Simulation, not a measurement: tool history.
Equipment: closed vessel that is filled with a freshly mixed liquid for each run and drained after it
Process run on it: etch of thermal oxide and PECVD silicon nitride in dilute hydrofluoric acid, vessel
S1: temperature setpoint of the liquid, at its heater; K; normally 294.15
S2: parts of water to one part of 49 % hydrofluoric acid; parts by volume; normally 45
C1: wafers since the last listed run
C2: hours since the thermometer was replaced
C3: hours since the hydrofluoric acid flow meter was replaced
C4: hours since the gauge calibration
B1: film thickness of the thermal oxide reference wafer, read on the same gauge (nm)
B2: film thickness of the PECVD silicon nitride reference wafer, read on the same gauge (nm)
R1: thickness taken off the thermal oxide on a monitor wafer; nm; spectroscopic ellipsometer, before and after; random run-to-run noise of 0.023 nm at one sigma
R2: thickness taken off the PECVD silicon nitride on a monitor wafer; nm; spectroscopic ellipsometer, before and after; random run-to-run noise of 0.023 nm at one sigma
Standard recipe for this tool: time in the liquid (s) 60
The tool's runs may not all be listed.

run 1 day=0.000 | S1=294.15 S2=45 time_in_the_liquid_(s)=45 | C1=0 C2=20.3 C3=219.9 C4=1748.5 | B1=49.98 B2=79.992 | R1=4.09 R2=1.308
run 2 day=1.596 | S1=294.15 S2=45 time_in_the_liquid_(s)=60 | C1=4412 C2=58.6 C3=258.2 C4=1786.8 | B1=50.01 B2=79.991 | R1=5.48 R2=1.712
run 3 day=4.075 | S1=294.15 S2=45 time_in_the_liquid_(s)=60 | C1=6854 C2=118.1 C3=317.7 C4=1846.3 | B1=50.01 B2=80.002 | R1=5.50 R2=1.744
run 4 day=6.329 | S1=294.15 S2=50 time_in_the_liquid_(s)=60 | C1=6232 C2=172.2 C3=371.8 C4=1900.4 | B1=50.00 B2=80.020 | R1=4.97 R2=1.555
run 5 day=8.629 | S1=294.15 S2=45 time_in_the_liquid_(s)=85 | C1=6359 C2=227.4 C3=427.0 C4=1955.6 | B1=49.98 B2=79.968 | R1=7.86 R2=2.468
run 6 day=11.079 | S1=292.15 S2=45 time_in_the_liquid_(s)=60 | C1=6774 C2=286.2 C3=485.8 C4=2014.4 | B1=50.02 B2=79.986 | R1=5.08 R2=1.495
run 7 day=12.242 | S1=290.15 S2=45 time_in_the_liquid_(s)=40 | C1=3214 C2=314.1 C3=513.7 C4=2042.3 | B1=49.99 B2=80.006 | R1=3.14 R2=0.895
run 8 day=14.904 | S1=294.15 S2=45 time_in_the_liquid_(s)=60 | C1=7361 C2=378.0 C3=577.6 C4=2106.2 | B1=49.99 B2=80.005 | R1=5.57 R2=1.752
run 9 day=17.050 | S1=292.15 S2=35 time_in_the_liquid_(s)=70 | C1=5933 C2=429.5 C3=629.1 C4=2157.7 | B1=49.99 B2=80.014 | R1=7.78 R2=2.265
-- day=19.308 hydrofluoric acid flow meter replaced
run 10 day=19.771 | S1=294.15 S2=50 time_in_the_liquid_(s)=60 | C1=7407 C2=494.8 C3=11.1 C4=2223.0 | B1=49.98 B2=80.037 | R1=4.78 R2=1.541
run 11 day=21.104 | S1=294.15 S2=45 time_in_the_liquid_(s)=80 | C1=3686 C2=526.8 C3=43.1 C4=2255.0 | B1=49.99 B2=79.994 | R1=7.17 R2=2.237
run 12 day=23.767 | S1=290.65 S2=35 time_in_the_liquid_(s)=75 | C1=7361 C2=590.7 C3=107.0 C4=2318.9 | B1=49.99 B2=80.022 | R1=7.49 R2=2.128
run 13 day=24.850 | S1=290.15 S2=50 time_in_the_liquid_(s)=45 | C1=2995 C2=616.7 C3=133.0 C4=2344.9 | B1=49.99 B2=80.004 | R1=3.04 R2=0.881
run 14 day=26.929 | S1=294.15 S2=45 time_in_the_liquid_(s)=60 | C1=5748 C2=666.6 C3=182.9 C4=2394.8 | B1=50.01 B2=80.011 | R1=5.37 R2=1.686
run 15 day=27.962 | S1=294.15 S2=45 time_in_the_liquid_(s)=90 | C1=2857 C2=691.4 C3=207.7 C4=2419.6 | B1=49.99 B2=80.005 | R1=8.10 R2=2.559
run 16 day=30.450 | S1=294.15 S2=45 time_in_the_liquid_(s)=60 | C1=6877 C2=751.1 C3=267.4 C4=2479.3 | B1=50.00 B2=80.008 | R1=5.42 R2=1.696
-- day=30.579 gauge calibrated
run 17 day=33.062 | S1=294.15 S2=30 time_in_the_liquid_(s)=60 | C1=7223 C2=813.8 C3=330.1 C4=59.6 | B1=50.00 B2=79.981 | R1=8.32 R2=2.512
run 18 day=35.396 | S1=299.15 S2=35 time_in_the_liquid_(s)=80 | C1=6451 C2=869.8 C3=386.1 C4=115.6 | B1=49.99 B2=79.983 | R1=11.70 R2=4.070
run 19 day=37.567 | S1=294.15 S2=35 time_in_the_liquid_(s)=60 | C1=6002 C2=921.9 C3=438.2 C4=167.7 | B1=49.99 B2=80.023 | R1=7.08 R2=2.173
run 20 day=39.550 | S1=294.15 S2=45 time_in_the_liquid_(s)=60 | C1=5483 C2=969.5 C3=485.8 C4=215.3 | B1=50.00 B2=80.007 | R1=5.43 R2=1.718
run 21 day=41.067 | S1=294.15 S2=35 time_in_the_liquid_(s)=40 | C1=4193 C2=1005.9 C3=522.2 C4=251.7 | B1=50.00 B2=79.998 | R1=4.78 R2=1.480
run 22 day=43.125 | S1=294.15 S2=45 time_in_the_liquid_(s)=60 | C1=5691 C2=1055.3 C3=571.6 C4=301.1 | B1=49.98 B2=80.003 | R1=5.50 R2=1.710
-- day=45.546 hydrofluoric acid flow meter replaced
run 23 day=45.788 | S1=294.15 S2=45 time_in_the_liquid_(s)=60 | C1=7246 C2=1119.2 C3=5.8 C4=365.0 | B1=50.01 B2=80.040 | R1=5.33 R2=1.656
run 24 day=49.108 | S1=296.65 S2=45 time_in_the_liquid_(s)=85 | C1=9181 C2=1198.9 C3=85.5 C4=444.7 | B1=49.97 B2=79.982 | R1=8.47 R2=2.788
run 25 day=51.925 | S1=294.15 S2=55 time_in_the_liquid_(s)=60 | C1=7787 C2=1266.5 C3=153.1 C4=512.3 | B1=49.98 B2=80.019 | R1=4.32 R2=1.374

Branching from run 25: 4 alternative next runs. What would each branch give?
run A day=51.954 | S1=294.15 S2=45 time_in_the_liquid_(s)=60 | C1=80 C2=1267.2 C3=153.8 C4=513.0 | B1=? B2=? | R1=? R2=?
run B day=51.954 | S1=292.65 S2=55 time_in_the_liquid_(s)=80 | C1=80 C2=1267.2 C3=153.8 C4=513.0 | B1=? B2=? | R1=? R2=?
run C day=51.954 | S1=294.15 S2=50 time_in_the_liquid_(s)=30 | C1=80 C2=1267.2 C3=153.8 C4=513.0 | B1=? B2=? | R1=? R2=?
run D day=51.954 | S1=296.15 S2=30 time_in_the_liquid_(s)=40 | C1=80 C2=1267.2 C3=153.8 C4=513.0 | B1=? B2=? | R1=? R2=?

run=A B1=50.03 B2=80.011 R1=5.39 R2=1.677
run=B B1=50.03 B2=80.011 R1=5.45 R2=1.657
run=C B1=50.03 B2=80.011 R1=2.41 R2=0.757
run=D B1=50.03 B2=80.011 R1=5.98 R2=1.901
Without the tool's unlogged condition, the same runs would have read:
run=A R1=5.42 R2=1.707
run=B R1=5.48 R2=1.688
run=C R1=2.42 R2=0.770
run=D R1=6.01 R2=1.935
